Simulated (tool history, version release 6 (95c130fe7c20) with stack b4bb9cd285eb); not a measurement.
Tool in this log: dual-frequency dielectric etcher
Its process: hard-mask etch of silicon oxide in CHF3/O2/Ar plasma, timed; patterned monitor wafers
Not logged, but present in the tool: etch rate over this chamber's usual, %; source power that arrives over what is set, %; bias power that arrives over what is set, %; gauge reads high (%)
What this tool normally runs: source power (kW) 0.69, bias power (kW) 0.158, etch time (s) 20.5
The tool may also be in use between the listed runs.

run,hour,source power (kW),bias power (kW),etch time (s),wafers since the last listed run,hours since the last wet clean,hours since the last source power generator calibration,hours since the last bias power generator calibration,hours since the last upper electrode change,hours since the gauge calibration,"read-back reference wafer on the same gauge, depth_nm",mean etch depth across the wafer (nm)
1,0,0.69,0.158,20.5,0,9.3,2876.4,1652.3,4515,629.4,38.37,43.57
2,28.3,0.69,0.158,20.5,461,37.6,2904.7,1680.6,4543.3,657.7,38.35,44.32
3,94.2,0.56,0.158,20.5,1073,103.5,2970.6,1746.5,4609.2,723.6,38.41,40.56
4,160.1,0.56,0.158,20.5,1073,169.4,3036.5,1812.4,4675.1,789.5,38.38,40.66
5,227.6,0.79,0.13,20.5,1099,236.9,3104,1879.9,4742.6,857,38.39,42.92
6,287.8,0.79,0.13,20.5,980,297.1,3164.2,1940.1,4802.8,917.2,38.47,42.7
7,345.8,0.79,0.13,20.5,944,355.1,3222.2,1998.1,4860.8,975.2,38.41,42.69
# hour 377.7: bias power generator calibrated
# hour 431.4: wet clean of the chamber
8,431.9,0.69,0.158,20.5,946,0.5,3308.3,54.2,4946.9,1061.3,38.43,43.9
9,479.2,0.69,0.158,20.5,770,47.8,3355.6,101.5,4994.2,1108.6,38.38,43.6
10,506.7,0.69,0.158,20.5,447,75.3,3383.1,129,5021.7,1136.1,38.44,43.68
11,575.4,0.69,0.158,20.5,1119,144,3451.8,197.7,5090.4,1204.8,38.46,44.27
12,635.3,0.69,0.158,18.5,975,203.9,3511.7,257.6,5150.3,1264.7,38.44,39.94
13,679.3,0.69,0.158,24.5,716,247.9,3555.7,301.6,5194.3,1308.7,38.4,53.38
# hour 749.2: upper electrode replaced
14,750.7,0.62,0.158,24,772,319.3,3627.1,373,1.5,1380.1,38.39,50.31
# hour 794.3: wet clean of the chamber
15,813.6,0.53,0.158,22.5,633,19.3,3690,435.9,64.4,1443,38.39,43.28
# hour 891.7: gauge calibrated
16,906.2,0.69,0.158,20.5,1508,111.9,3782.6,528.5,157,14.5,38.42,43.98
# hour 930.8: source power generator calibrated
17,976.4,0.69,0.184,25,1078,182.1,45.6,598.7,227.2,84.7,38.4,57.57
18,1047.6,0.69,0.158,18,1159,253.3,116.8,669.9,298.4,155.9,38.34,38.61
19,1091.8,0.69,0.197,17,720,297.5,161,714.1,342.6,200.1,38.39,41
20,1128.7,0.83,0.158,20.5,601,334.4,197.9,751,379.5,237,38.34,47.89
21,1170.4,0.54,0.158,18,679,376.1,239.6,792.7,421.2,278.7,38.39,35.82
22,1222.9,0.69,0.124,20.5,855,428.6,292.1,845.2,473.7,331.2,38.39,39.74
# hour 1276.7: wet clean of the chamber
23,1289,0.81,0.169,15.5,685,12.3,358.2,911.3,539.8,397.3,38.37,36.31
24,1317.4,0.53,0.13,20.5,462,40.7,386.6,939.7,568.2,425.7,38.39,36.07
25,1388.7,0.69,0.158,20.5,1161,112,457.9,1011,639.5,497,38.41,44.06
26,1443.7,0.56,0.158,20.5,895,167,512.9,1066,694.5,552,38.35,41.19
27,1490.1,0.69,0.184,20.5,755,213.4,559.3,1112.4,740.9,598.4,38.41,47.73
28,1535.8,0.53,0.158,16.5,744,259.1,605,1158.1,786.6,644.1,38.41,32.3
29,1633.5,0.69,0.158,20.5,1591,356.8,702.7,1255.8,884.3,741.8,38.44,44.78
30,1696.1,0.52,0.123,20.5,1019,419.4,765.3,1318.4,946.9,804.4,38.41,35.57

Hidden condition of the tool, last listed run before each entry between runs versus first listed run after:
From run 7 to run 8: bias power generator calibrated (hour 377.7); wet clean of the chamber (hour 431.4)
  etch rate over this chamber's usual, %: 2.47 -> 0.0583
  measured result minus the result with no hidden state, mean etch depth across the wafer (nm): +1.03 -> +0.03
From run 13 to run 14: upper electrode replaced (hour 749.2)
  etch rate over this chamber's usual, %: 1.82 -> 2.33
  measured result minus the result with no hidden state, mean etch depth across the wafer (nm): +0.95 -> +1.15
From run 14 to run 15: wet clean of the chamber (hour 794.3)
  etch rate over this chamber's usual, %: 2.33 -> -0.396
  measured result minus the result with no hidden state, mean etch depth across the wafer (nm): +1.15 -> -0.17
From run 15 to run 16: gauge calibrated (hour 891.7)
  etch rate over this chamber's usual, %: -0.396 -> 0.264
  measured result minus the result with no hidden state, mean etch depth across the wafer (nm): -0.17 -> +0.12
From run 16 to run 17: source power generator calibrated (hour 930.8)
  etch rate over this chamber's usual, %: 0.264 -> 0.765
  measured result minus the result with no hidden state, mean etch depth across the wafer (nm): +0.12 -> +0.44
From run 22 to run 23: wet clean of the chamber (hour 1276.7)
  etch rate over this chamber's usual, %: 2.52 -> -0.106
  measured result minus the result with no hidden state, mean etch depth across the wafer (nm): +0.98 -> -0.04
